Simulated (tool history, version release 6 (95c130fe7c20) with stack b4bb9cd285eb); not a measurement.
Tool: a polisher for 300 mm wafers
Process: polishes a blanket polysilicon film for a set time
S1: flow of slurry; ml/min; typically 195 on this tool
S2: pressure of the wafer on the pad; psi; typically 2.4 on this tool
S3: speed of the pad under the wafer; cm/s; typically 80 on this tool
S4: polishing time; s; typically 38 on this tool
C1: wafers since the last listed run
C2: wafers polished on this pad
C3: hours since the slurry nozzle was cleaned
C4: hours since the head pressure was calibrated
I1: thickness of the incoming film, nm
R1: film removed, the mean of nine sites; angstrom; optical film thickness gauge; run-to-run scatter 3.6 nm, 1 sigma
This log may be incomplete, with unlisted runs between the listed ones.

run 1 hour=0.0 | S1=195 S2=2.4 S3=80 S4=38 | C1=0 C2=3694 C3=249.9 C4=16.4 | I1=1663.3 | R1=2191
-- hour=17.7 worn pad replaced by a new one
run 2 hour=54.4 | S1=195 S2=2.4 S3=80 S4=38 | C1=764 C2=555 C3=304.3 C4=70.8 | I1=1669.2 | R1=2439
-- hour=61.5 slurry nozzle cleaned
run 3 hour=92.4 | S1=195 S2=2.4 S3=80 S4=38 | C1=560 C2=1116 C3=30.9 C4=108.8 | I1=1681.6 | R1=2329
run 4 hour=139.9 | S1=230 S2=2.4 S3=80 S4=38 | C1=720 C2=1836 C3=78.4 C4=156.3 | I1=1682.0 | R1=2333
run 5 hour=186.5 | S1=230 S2=2.4 S3=80 S4=38 | C1=706 C2=2543 C3=125.0 C4=202.9 | I1=1668.6 | R1=2289
run 6 hour=221.6 | S1=195 S2=2.4 S3=80 S4=38 | C1=532 C2=3075 C3=160.1 C4=238.0 | I1=1662.1 | R1=2250
-- hour=281.8 worn pad replaced by a new one
run 7 hour=286.7 | S1=195 S2=2.4 S3=80 S4=38 | C1=926 C2=74 C3=225.2 C4=303.1 | I1=1642.8 | R1=2563
-- hour=319.0 slurry nozzle cleaned
run 8 hour=348.6 | S1=195 S2=2.4 S3=80 S4=38 | C1=923 C2=998 C3=29.6 C4=365.0 | I1=1664.1 | R1=2409
run 9 hour=395.7 | S1=195 S2=2.4 S3=80 S4=38 | C1=714 C2=1712 C3=76.7 C4=412.1 | I1=1654.6 | R1=2380
run 10 hour=424.9 | S1=195 S2=2.4 S3=80 S4=38 | C1=442 C2=2154 C3=105.9 C4=441.3 | I1=1644.0 | R1=2270
run 11 hour=477.7 | S1=195 S2=2.4 S3=80 S4=38 | C1=800 C2=2955 C3=158.7 C4=494.1 | I1=1672.0 | R1=2256
run 12 hour=509.9 | S1=195 S2=2.4 S3=80 S4=38 | C1=488 C2=3443 C3=190.9 C4=526.3 | I1=1674.0 | R1=2220
-- hour=570.4 head pressure recalibrated
-- hour=580.4 slurry nozzle cleaned
-- hour=591.4 worn pad replaced by a new one
run 13 hour=705.0 | S1=245 S2=2.4 S3=80 S4=38 | C1=2851 C2=1722 C3=124.6 C4=134.6 | I1=1675.7 | R1=2306
run 14 hour=735.0 | S1=195 S2=2.7 S3=80 S4=38 | C1=454 C2=2176 C3=154.6 C4=164.6 | I1=1648.9 | R1=2429
run 15 hour=793.1 | S1=260 S2=2.1 S3=88 S4=38 | C1=880 C2=3057 C3=212.7 C4=222.7 | I1=1658.0 | R1=2311
run 16 hour=837.0 | S1=195 S2=1.9 S3=88 S4=42 | C1=665 C2=3723 C3=256.6 C4=266.6 | I1=1677.3 | R1=2292
-- hour=854.3 worn pad replaced by a new one
run 17 hour=878.4 | S1=195 S2=2.8 S3=106 S4=38 | C1=566 C2=365 C3=298.0 C4=308.0 | I1=1678.5 | R1=3700
-- hour=904.2 slurry nozzle cleaned
run 18 hour=950.3 | S1=195 S2=2.4 S3=80 S4=50 | C1=1074 C2=1440 C3=46.1 C4=379.9 | I1=1662.9 | R1=3061
run 19 hour=1011.4 | S1=195 S2=2.8 S3=106 S4=38 | C1=926 C2=2366 C3=107.2 C4=441.0 | I1=1668.1 | R1=3341
run 20 hour=1052.6 | S1=235 S2=2.4 S3=62 S4=38 | C1=624 C2=2991 C3=148.4 C4=482.2 | I1=1683.9 | R1=1784
-- hour=1100.8 head pressure recalibrated
run 21 hour=1107.6 | S1=135 S2=1.9 S3=66 S4=44 | C1=803 C2=3794 C3=203.4 C4=6.8 | I1=1643.9 | R1=1686
run 22 hour=1136.0 | S1=255 S2=2.4 S3=64 S4=34 | C1=430 C2=4225 C3=231.8 C4=35.2 | I1=1675.6 | R1=1681
-- hour=1157.7 worn pad replaced by a new one
-- hour=1159.8 slurry nozzle cleaned
run 23 hour=1199.6 | S1=160 S2=2.4 S3=80 S4=38 | C1=888 C2=620 C3=39.8 C4=98.8 | I1=1637.7 | R1=2395
run 24 hour=1251.5 | S1=195 S2=2.4 S3=96 S4=38 | C1=786 C2=1406 C3=91.7 C4=150.7 | I1=1657.0 | R1=2846
run 25 hour=1312.5 | S1=195 S2=2.4 S3=80 S4=38 | C1=924 C2=2331 C3=152.7 C4=211.7 | I1=1658.9 | R1=2279
run 26 hour=1383.6 | S1=195 S2=2.8 S3=106 S4=38 | C1=1077 C2=3409 C3=223.8 C4=282.8 | I1=1678.0 | R1=3367
-- hour=1401.3 slurry nozzle cleaned
run 27 hour=1418.5 | S1=230 S2=2.4 S3=88 S4=38 | C1=513 C2=3923 C3=17.2 C4=317.7 | I1=1699.5 | R1=2521

Some steps in R1, run to run, broken into two amounts with sign: the step expected even without the hidden condition (settings, incoming material, random variation), and the rest, left for the hidden condition together with whatever gauge scatter is not in both the measured and the hidden-condition-free result:
Unlogged tool condition in this case: removal rate lost through wear of the pad, %; slurry flow missing at the pad, %; deviation of the head's pressure from its setpoint, %.
Run 1 -> 2: worn pad replaced by a new one. R1 +248 angstrom: hidden state +195, all else +53.
Run 6 -> 7: worn pad replaced by a new one. R1 +313 angstrom: hidden state +273, all else +40.
Run 16 -> 17: S2 1.9 -> 2.8, S3 88 -> 106, S4 42 -> 38, worn pad replaced by a new one. R1 +1408 angstrom: hidden state +195, all else +1213.
Run 19 -> 20: S1 195 -> 235, S2 2.8 -> 2.4, S3 106 -> 62. R1 -1557 angstrom: hidden state +173, all else -1730.
